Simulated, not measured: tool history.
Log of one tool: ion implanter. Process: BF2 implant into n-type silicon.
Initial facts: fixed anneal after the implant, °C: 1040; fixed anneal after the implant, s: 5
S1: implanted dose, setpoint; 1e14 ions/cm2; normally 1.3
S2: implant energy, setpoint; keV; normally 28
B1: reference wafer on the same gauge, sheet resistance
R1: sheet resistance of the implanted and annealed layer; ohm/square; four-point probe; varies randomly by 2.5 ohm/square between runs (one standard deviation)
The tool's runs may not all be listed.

| run | hour | S1 | S2 | B1 | R1 |
|---|---|---|---|---|---|
| 1 | 0 | 1.03 | 28 | 724.23 | 988.28 |
| 2 | 34.9 | 1.3 | 28 | 723.92 | 813.23 |
| 3 | 70 | 1.3 | 28 | 723.75 | 813.23 |
| 4 | 89.5 | 1.3 | 28 | 723.45 | 818.45 |
| 5 | 104.4 | 1.3 | 28 | 723.43 | 815.09 |
| 6 | 119.5 | 1.3 | 28 | 724.76 | 818.73 |
| 7 | 149.9 | 1.3 | 28 | 723.35 | 814.74 |
| 8 | 163.9 | 1.3 | 28 | 723.97 | 810.1 |
| 9 | 182.4 | 1.3 | 28 | 724.21 | 812.13 |
| 10 | 205.8 | 1.3 | 28 | 724.24 | 808.12 |
| 11 | 225.1 | 1.3 | 28 | 724.35 | 809.75 |
| 12 | 247.8 | 1.3 | 31.5 | 723.39 | 797.45 |
|  | 276.2 | extraction supply calibrated |
|  | 279.2 | gauge calibrated |
| 13 | 325.8 | 1.3 | 31.5 | 723.81 | 798.95 |
| 14 | 361.4 | 1.4 | 30 | 725.09 | 760.64 |
| 15 | 392.8 | 1.4 | 30 | 724.05 | 757.65 |
| 16 | 417.8 | 1.4 | 30 | 723.55 | 756.83 |
| 17 | 437.6 | 1.57 | 20.5 | 724.29 | 730.63 |
| 18 | 466.4 | 1.3 | 28 | 724.04 | 814.98 |
| 19 | 497.6 | 1.3 | 28 | 723.86 | 816.8 |
|  | 526.6 | Faraday cup replaced and dose calibrated |
| 20 | 527.1 | 1.4 | 32.5 | 724.38 | 716.3 |
| 21 | 555.7 | 1.59 | 21.5 | 723.82 | 683.57 |
| 22 | 581.2 | 0.93 | 21.5 | 724.97 | 1066.4 |
| 23 | 604.8 | 0.92 | 34.5 | 723.14 | 999.8 |
| 24 | 623.9 | 1.3 | 37.5 | 723.43 | 750.19 |
| 25 | 639.8 | 1.3 | 28 | 723.53 | 783.71 |
| 26 | 665.9 | 1.3 | 28 | 723.76 | 781.91 |
| 27 | 710.5 | 1.3 | 31.5 | 724.53 | 771.69 |
| 28 | 733.3 | 1.16 | 22.5 | 724.62 | 885.29 |
| 29 | 747.5 | 1.4 | 24.5 | 723.06 | 752.79 |
| 30 | 766.5 | 1.18 | 24 | 724.64 | 868.62 |
| 31 | 830.3 | 1.3 | 35.5 | 724.54 | 761.8 |
| 32 | 857.4 | 1.48 | 35.5 | 723.71 | 686.35 |
| 33 | 871.7 | 1.42 | 33 | 724.2 | 718.59 |
| 34 | 904.9 | 1.3 | 36 | 723.29 | 763.38 |

State the hidden condition of the tool at each of the runs:
deviation of the true energy from its setpoint, %: 0 at every run
gauge reads high (%): 0 at every run
H1: deviation of the true dose from the Faraday cup's reading, %
| run | H1 |
|---|---|
| 1 | -4.99 |
| 2 | -5.02 |
| 3 | -5.05 |
| 4 | -5.07 |
| 5 | -5.08 |
| 6 | -5.09 |
| 7 | -5.12 |
| 8 | -5.13 |
| 9 | -5.14 |
| 10 | -5.16 |
| 11 | -5.17 |
| 12 | -5.18 |
| 13 | -5.23 |
| 14 | -5.25 |
| 15 | -5.27 |
| 16 | -5.28 |
| 17 | -5.29 |
| 18 | -5.31 |
| 19 | -5.32 |
| 20 | 0.285 |
| 21 | 0.0985 |
| 22 | -0.0621 |
| 23 | -0.206 |
| 24 | -0.32 |
| 25 | -0.412 |
| 26 | -0.56 |
| 27 | -0.801 |
| 28 | -0.92 |
| 29 | -0.992 |
| 30 | -1.09 |
| 31 | -1.39 |
| 32 | -1.51 |
| 33 | -1.57 |
| 34 | -1.71 |
